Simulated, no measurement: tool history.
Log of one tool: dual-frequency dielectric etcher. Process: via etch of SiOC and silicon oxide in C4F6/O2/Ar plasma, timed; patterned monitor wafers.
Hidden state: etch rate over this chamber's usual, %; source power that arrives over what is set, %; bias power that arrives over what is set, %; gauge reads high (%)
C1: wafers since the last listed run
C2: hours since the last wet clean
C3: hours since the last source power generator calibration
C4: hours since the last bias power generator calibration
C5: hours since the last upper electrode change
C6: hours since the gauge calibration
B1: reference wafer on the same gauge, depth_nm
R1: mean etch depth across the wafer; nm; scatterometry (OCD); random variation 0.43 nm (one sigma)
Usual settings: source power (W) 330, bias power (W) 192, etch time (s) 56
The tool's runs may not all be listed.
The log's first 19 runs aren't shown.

{"run": 20, "day": 10.95, "source power (W)": 250, "bias power (W)": 174, "etch time (s)": 47, "C1": 116, "C2": 207.4, "C3": 96.3, "C4": 237.1, "C5": 151.9, "C6": 245.9, "B1": 76.8, "R1": 48.4}
{"run": 21, "day": 11.692, "source power (W)": 260, "bias power (W)": 226, "etch time (s)": 72, "C1": 268, "C2": 225.2, "C3": 114.1, "C4": 254.9, "C5": 169.7, "C6": 263.7, "B1": 76.7, "R1": 83.3}
{"run": 22, "day": 11.979, "source power (W)": 400, "bias power (W)": 192, "etch time (s)": 64, "C1": 104, "C2": 232.1, "C3": 121, "C4": 261.8, "C5": 176.6, "C6": 270.6, "B1": 76.7, "R1": 78.5}
{"run": 23, "day": 12.525, "source power (W)": 330, "bias power (W)": 192, "etch time (s)": 63.5, "C1": 197, "C2": 245.2, "C3": 134.1, "C4": 274.9, "C5": 189.7, "C6": 283.7, "B1": 76.8, "R1": 74.8}
{"run": 24, "day": 12.833, "source power (W)": 400, "bias power (W)": 236, "etch time (s)": 62.5, "C1": 111, "C2": 252.6, "C3": 141.5, "C4": 282.3, "C5": 197.1, "C6": 291.1, "B1": 76.8, "R1": 83.6}
{"run": 25, "day": 13.479, "source power (W)": 390, "bias power (W)": 165, "etch time (s)": 51, "C1": 233, "C2": 268.1, "C3": 157, "C4": 297.8, "C5": 212.6, "C6": 306.6, "B1": 76.8, "R1": 59.1}
{"run": 26, "day": 14.1, "source power (W)": 260, "bias power (W)": 236, "etch time (s)": 62.5, "C1": 224, "C2": 283, "C3": 171.9, "C4": 312.7, "C5": 227.5, "C6": 321.5, "B1": 76.7, "R1": 75.2}
{"run": 27, "day": 14.5, "source power (W)": 330, "bias power (W)": 209, "etch time (s)": 56, "C1": 144, "C2": 292.6, "C3": 181.5, "C4": 322.3, "C5": 237.1, "C6": 331.1, "B1": 76.8, "R1": 68.4}
{"run": 28, "day": 15.146, "source power (W)": 330, "bias power (W)": 174, "etch time (s)": 56, "C1": 233, "C2": 308.1, "C3": 197, "C4": 337.8, "C5": 252.6, "C6": 346.6, "B1": 76.7, "R1": 63.4}
{"run": 29, "day": 15.538, "source power (W)": 290, "bias power (W)": 205, "etch time (s)": 42, "C1": 141, "C2": 317.5, "C3": 206.4, "C4": 347.2, "C5": 262, "C6": 356, "B1": 76.8, "R1": 49.4}
{"run": 30, "day": 16.15, "source power (W)": 330, "bias power (W)": 146, "etch time (s)": 48.5, "C1": 221, "C2": 332.2, "C3": 221.1, "C4": 361.9, "C5": 276.7, "C6": 370.7, "B1": 76.8, "R1": 51.5}
{"run": 31, "day": 16.725, "source power (W)": 330, "bias power (W)": 192, "etch time (s)": 56, "C1": 208, "C2": 346, "C3": 234.9, "C4": 375.7, "C5": 290.5, "C6": 384.5, "B1": 76.8, "R1": 65.7}

3 ways to go on from here, each from the tool as it stands after run 31. What would each give?
{"run": "A", "day": 16.742, "source power (W)": 330, "bias power (W)": 192, "etch time (s)": 56, "C1": 6, "C2": 346.4, "C3": 235.3, "C4": 376.1, "C5": 290.9, "C6": 384.9, "B1": "?", "R1": "?"}
{"run": "B", "day": 16.742, "source power (W)": 330, "bias power (W)": 172, "etch time (s)": 41, "C1": 6, "C2": 346.4, "C3": 235.3, "C4": 376.1, "C5": 290.9, "C6": 384.9, "B1": "?", "R1": "?"}
{"run": "C", "day": 16.742, "source power (W)": 330, "bias power (W)": 150, "etch time (s)": 42.5, "C1": 6, "C2": 346.4, "C3": 235.3, "C4": 376.1, "C5": 290.9, "C6": 384.9, "B1": "?", "R1": "?"}

run=A B1=76.8 R1=66.6
run=B B1=76.8 R1=46.7
run=C B1=76.8 R1=45.9
Without the tool's hidden state the same runs would have given:
run=A R1=64.9
run=B R1=45.5
run=C R1=44.7
